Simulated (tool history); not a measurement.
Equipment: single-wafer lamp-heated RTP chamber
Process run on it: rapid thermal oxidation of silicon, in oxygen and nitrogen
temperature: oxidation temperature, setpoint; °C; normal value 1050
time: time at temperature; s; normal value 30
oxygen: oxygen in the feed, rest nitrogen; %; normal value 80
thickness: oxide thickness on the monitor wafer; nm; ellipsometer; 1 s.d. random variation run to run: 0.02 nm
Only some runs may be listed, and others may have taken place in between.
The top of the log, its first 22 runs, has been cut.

run,hour,temperature,time,oxygen,"read-back reference wafer on the same gauge, thickness",thickness
# hour 1461.9: pyrometer window cleaned and pyrometer calibrated
23,1556.1,1027,26,98,4.894,5.187
24,1600.9,1050,30,80,4.885,5.97
25,1686.1,1038,21,71,4.896,4.591
26,1725.2,1033,44,80,4.894,6.352
27,1811.5,1062,30,71,4.898,6.292
28,1891.7,1066,40,98,4.889,8.184
29,1937.8,1078,43,66,4.893,8.021
30,1996.4,1078,30,97,4.89,7.817
31,2054,1050,30,80,4.886,6.089
# hour 2124.2: pyrometer window cleaned and pyrometer calibrated
32,2146.6,1050,30,80,4.892,6.004
33,2206.8,1050,34,98,4.889,6.797
34,2276.4,1050,30,80,4.888,5.994
35,2352.3,1050,30,80,4.887,6.022
36,2407.2,1050,30,80,4.881,6.019
37,2452.8,1050,24,80,4.896,5.493

Predict the results of run 38:
38,2511,1021,22,69,?,?

Run 38 produced read-back reference wafer on the same gauge, thickness 4.894, thickness 4.163 nm.
Had the tool carried no hidden state, the very same run would have given thickness 4.11 nm.
